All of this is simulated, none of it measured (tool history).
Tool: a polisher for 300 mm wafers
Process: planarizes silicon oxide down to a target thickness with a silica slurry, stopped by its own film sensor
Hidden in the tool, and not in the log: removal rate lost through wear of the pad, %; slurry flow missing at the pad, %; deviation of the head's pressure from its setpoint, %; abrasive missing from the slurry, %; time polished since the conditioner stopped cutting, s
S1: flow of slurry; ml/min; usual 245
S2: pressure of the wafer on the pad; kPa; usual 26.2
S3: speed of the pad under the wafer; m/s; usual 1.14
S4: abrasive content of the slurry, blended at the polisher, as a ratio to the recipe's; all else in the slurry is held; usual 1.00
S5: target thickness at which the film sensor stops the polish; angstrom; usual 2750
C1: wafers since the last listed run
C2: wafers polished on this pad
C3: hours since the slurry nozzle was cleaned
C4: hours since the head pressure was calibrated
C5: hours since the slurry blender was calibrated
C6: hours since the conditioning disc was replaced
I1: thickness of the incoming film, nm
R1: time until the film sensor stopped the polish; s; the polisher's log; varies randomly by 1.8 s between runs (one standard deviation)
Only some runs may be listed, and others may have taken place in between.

run   hour   S1    S2    S3    S4    S5   C1    C2     C3     C4     C5     C6     I1     R1
  1    0.0  220  26.2  1.14  1.00  2140    0   307  186.4  677.4   74.7    3.2  599.2  114.1
  2   14.7  220  26.2  1.14  1.00  2140   79   386  201.1  692.1   89.4   17.9  597.7  114.2
  3   40.1  245  26.2  1.14  1.00  2750  136   523  226.5  717.5  114.8   43.3  605.2   96.0
  4   72.7  245  26.2  1.14  1.00  2750  175   699  259.1  750.1  147.4   75.9  594.4   95.1
  5   85.2  245  26.2  1.14  0.75  2750   67   766  271.6  762.6  159.9   88.4  588.6  111.3
  6  104.7  245  26.2  1.14  1.00  2750  105   871  291.1  782.1  179.4  107.9  596.8   97.4
     130.5  -- slurry nozzle cleaned
  7  143.8  245  26.2  1.14  1.00  2750  205  1077   13.3  821.2  218.5  147.0  595.2   95.5
     148.7  -- worn pad replaced by a new one
     163.3  -- slurry blender recalibrated
  8  174.8  245  19.3  1.14  0.90  2750  134   130   44.3  852.2   11.5  178.0  609.4  139.0
  9  191.7  245  26.2  1.14  1.00  2750   91   221   61.2  869.1   28.4  194.9  608.4   97.8
 10  209.8  245  26.2  0.88  1.00  2750   97   318   79.3  887.2   46.5  213.0  597.2  110.3
 11  235.2  190  26.2  1.14  1.00  2750  136   455  104.7  912.6   71.9  238.4  604.0  103.1
 12  266.7  245  26.2  1.14  1.00  2310  169   625  136.2  944.1  103.4  269.9  599.1  110.6
 13  294.0  245  26.2  1.14  1.00  2750  147   772  163.5  971.4  130.7  297.2  588.5   90.6
     317.7  -- head pressure recalibrated
 14  329.6  245  26.2  1.52  1.00  2750  181   954  199.1   11.9  166.3  332.8  601.7   83.8
     351.7  -- worn pad replaced by a new one
 15  357.6  245  20.0  0.96  1.00  2750  129    31  227.1   39.9  194.3  360.8  590.8  134.5
     368.6  -- slurry blender recalibrated
     390.8  -- slurry nozzle cleaned
 16  391.3  245  26.2  1.14  0.70  2750  165   197    0.5   73.6   22.7  394.5  605.0  129.1
 17  417.2  290  26.2  1.14  1.00  2750  139   336   26.4   99.5   48.6  420.4  606.9   98.5
     434.2  -- conditioning disc replaced and pad reconditioned
 18  447.9  245  29.6  1.14  1.00  3480  154   491   57.1  130.2   79.3   13.7  601.8   66.9
 19  510.6  310  26.2  1.14  1.00  3760  338   829  119.8  192.9  142.0   76.4  607.7   68.0
 20  544.3  245  26.2  1.14  1.25  2750  181  1011  153.5  226.6  175.7  110.1  606.6   90.5
     563.0  -- worn pad replaced by a new one
 21  575.8  295  26.2  1.32  1.00  1720  148    69  185.0  258.1  207.2  141.6  598.3  113.4
 22  600.2  245  20.0  0.92  1.00  2750  131   200  209.4  282.5  231.6  166.0  595.4  136.8
     631.2  -- slurry blender recalibrated
 23  635.8  325  26.2  0.76  0.85  3740  181   381  245.0  318.1    4.6  201.6  600.8   87.2
     701.6  -- slurry nozzle cleaned
 24  733.7  245  20.0  0.92  1.00  2750  522   904   32.1  416.0  102.5  299.5  599.0  136.6

Branching from run 24: 5 alternative next runs. What would each branch give?
  A  734.2  245  26.2  1.14  1.00  2750   2  906  32.6  416.5  103.0  300.0  611.1   ?
  B  734.2  245  26.2  0.80  1.10  3590   2  906  32.6  416.5  103.0  300.0  611.1   ?
  C  734.2  245  26.2  1.26  1.10  3130   2  906  32.6  416.5  103.0  300.0  611.1   ?
  D  734.2  270  26.2  1.00  1.00  2750   2  906  32.6  416.5  103.0  300.0  611.1   ?
  E  734.2  245  26.2  1.26  1.00  2750   2  906  32.6  416.5  103.0  300.0  611.1   ?

run     R1
  A   97.9
  B   82.9
  C   77.8
  D  103.7
  E   92.7
What these runs would have given with no unlogged condition in the tool:
run     R1
  A   97.9
  B   82.9
  C   77.8
  D  103.7
  E   92.7
